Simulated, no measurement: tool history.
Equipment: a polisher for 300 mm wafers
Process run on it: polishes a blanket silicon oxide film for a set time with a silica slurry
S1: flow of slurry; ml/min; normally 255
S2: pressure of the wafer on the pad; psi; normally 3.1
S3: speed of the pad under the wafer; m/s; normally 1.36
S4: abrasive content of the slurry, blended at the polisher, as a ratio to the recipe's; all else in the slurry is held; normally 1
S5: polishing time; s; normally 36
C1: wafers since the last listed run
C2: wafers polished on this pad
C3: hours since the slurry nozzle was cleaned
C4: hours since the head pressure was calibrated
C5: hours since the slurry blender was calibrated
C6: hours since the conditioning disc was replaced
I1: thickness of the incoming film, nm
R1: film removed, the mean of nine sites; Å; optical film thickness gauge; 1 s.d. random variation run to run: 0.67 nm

{"run": 1, "hour": 0.0, "S1": 255, "S2": 3.1, "S3": 1, "S4": 1, "S5": 36, "C1": 0, "C2": 82, "C3": 502.3, "C4": 191, "C5": 92.6, "C6": 219.4, "I1": 1949.3, "R1": 637}
{"run": 2, "hour": 6.5, "S1": 255, "S2": 3.1, "S3": 1, "S4": 1, "S5": 36, "C1": 82, "C2": 165, "C3": 508.8, "C4": 197.5, "C5": 99.1, "C6": 225.9, "I1": 1913.4, "R1": 645}
{"run": 3, "hour": 37.1, "S1": 255, "S2": 3.1, "S3": 1, "S4": 1, "S5": 36, "C1": 388, "C2": 553, "C3": 539.4, "C4": 228.1, "C5": 129.7, "C6": 256.5, "I1": 1914.1, "R1": 643}
{"run": 4, "hour": 45.7, "S1": 205, "S2": 3.1, "S3": 1.36, "S4": 1.2, "S5": 36, "C1": 109, "C2": 662, "C3": 548, "C4": 236.7, "C5": 138.3, "C6": 265.1, "I1": 1910.9, "R1": 774}
{"run": 5, "hour": 70.5, "S1": 205, "S2": 3.1, "S3": 1.36, "S4": 1.2, "S5": 36, "C1": 314, "C2": 976, "C3": 572.8, "C4": 261.5, "C5": 163.1, "C6": 289.9, "I1": 1879.1, "R1": 767}
{"run": 6, "hour": 85.0, "S1": 205, "S2": 3.1, "S3": 1.36, "S4": 1.2, "S5": 36, "C1": 183, "C2": 1160, "C3": 587.3, "C4": 276, "C5": 177.6, "C6": 304.4, "I1": 1887.8, "R1": 757}
{"run": 7, "hour": 93.6, "S1": 255, "S2": 3.1, "S3": 1.58, "S4": 1, "S5": 36, "C1": 109, "C2": 1269, "C3": 595.9, "C4": 284.6, "C5": 186.2, "C6": 313, "I1": 1908.4, "R1": 805}
{"run": 8, "hour": 105.3, "S1": 255, "S2": 3.1, "S3": 1.36, "S4": 1, "S5": 36, "C1": 148, "C2": 1418, "C3": 607.6, "C4": 296.3, "C5": 197.9, "C6": 324.7, "I1": 1882.7, "R1": 741}
{"hour": 124.5, "done": "worn pad replaced by a new one, of another model than before"}
{"run": 9, "hour": 125.0, "S1": 255, "S2": 3.1, "S3": 0.9, "S4": 0.85, "S5": 36, "C1": 199, "C2": 6, "C3": 627.3, "C4": 316, "C5": 217.6, "C6": 344.4, "I1": 1909.5, "R1": 632}
{"hour": 133.1, "done": "conditioning disc replaced and pad reconditioned"}
{"run": 10, "hour": 134.5, "S1": 255, "S2": 3.1, "S3": 1.06, "S4": 0.8, "S5": 36, "C1": 95, "C2": 101, "C3": 636.8, "C4": 325.5, "C5": 227.1, "C6": 1.4, "I1": 1946.8, "R1": 715}
{"run": 11, "hour": 143.2, "S1": 255, "S2": 3.1, "S3": 1.36, "S4": 1, "S5": 36, "C1": 110, "C2": 211, "C3": 645.5, "C4": 334.2, "C5": 235.8, "C6": 10.1, "I1": 1898.1, "R1": 818}
{"hour": 154.5, "done": "slurry blender recalibrated"}
{"hour": 177.8, "done": "slurry nozzle cleaned"}
{"hour": 177.9, "done": "head pressure recalibrated"}
{"run": 12, "hour": 181.9, "S1": 195, "S2": 3.8, "S3": 1.36, "S4": 1, "S5": 36, "C1": 450, "C2": 662, "C3": 4.1, "C4": 4, "C5": 27.4, "C6": 48.8, "I1": 1910, "R1": 892}
{"run": 13, "hour": 200.3, "S1": 255, "S2": 3.1, "S3": 1.82, "S4": 1, "S5": 36, "C1": 233, "C2": 895, "C3": 22.5, "C4": 22.4, "C5": 45.8, "C6": 67.2, "I1": 1872.7, "R1": 877}
{"run": 14, "hour": 216.5, "S1": 255, "S2": 3.1, "S3": 1, "S4": 1, "S5": 36, "C1": 205, "C2": 1101, "C3": 38.7, "C4": 38.6, "C5": 62, "C6": 83.4, "I1": 1890.2, "R1": 702}
{"run": 15, "hour": 227.6, "S1": 175, "S2": 2.2, "S3": 1.36, "S4": 1, "S5": 36, "C1": 140, "C2": 1242, "C3": 49.8, "C4": 49.7, "C5": 73.1, "C6": 94.5, "I1": 1946, "R1": 602}
{"hour": 238.3, "done": "worn pad replaced by a new one"}
{"run": 16, "hour": 238.8, "S1": 255, "S2": 3.1, "S3": 1, "S4": 1, "S5": 36, "C1": 91, "C2": 6, "C3": 61, "C4": 60.9, "C5": 84.3, "C6": 105.7, "I1": 1903.3, "R1": 695}
{"run": 17, "hour": 246.5, "S1": 230, "S2": 3.1, "S3": 1.22, "S4": 1, "S5": 31, "C1": 97, "C2": 104, "C3": 68.7, "C4": 68.6, "C5": 92, "C6": 113.4, "I1": 1885.5, "R1": 641}

Here are 4 independent what-if runs from the current tool condition. What would each one return?
{"run": "A", "hour": 246.9, "S1": 255, "S2": 3.1, "S3": 1.36, "S4": 1, "S5": 36, "C1": 5, "C2": 109, "C3": 69.1, "C4": 69, "C5": 92.4, "C6": 113.8, "I1": 1905.5, "R1": "?"}
{"run": "B", "hour": 246.9, "S1": 255, "S2": 3.1, "S3": 1.36, "S4": 1, "S5": 26, "C1": 5, "C2": 109, "C3": 69.1, "C4": 69, "C5": 92.4, "C6": 113.8, "I1": 1905.5, "R1": "?"}
{"run": "C", "hour": 246.9, "S1": 255, "S2": 3.1, "S3": 1.56, "S4": 1, "S5": 45, "C1": 5, "C2": 109, "C3": 69.1, "C4": 69, "C5": 92.4, "C6": 113.8, "I1": 1905.5, "R1": "?"}
{"run": "D", "hour": 246.9, "S1": 255, "S2": 3.5, "S3": 1.36, "S4": 1, "S5": 36, "C1": 5, "C2": 109, "C3": 69.1, "C4": 69, "C5": 92.4, "C6": 113.8, "I1": 1905.5, "R1": "?"}

run=A R1=767
run=B R1=554
run=C R1=1007
run=D R1=835
The same runs, with their run-to-run variation unchanged, on a tool lacking any hidden condition would have given:
run=A R1=844
run=B R1=609
run=C R1=1113
run=D R1=925
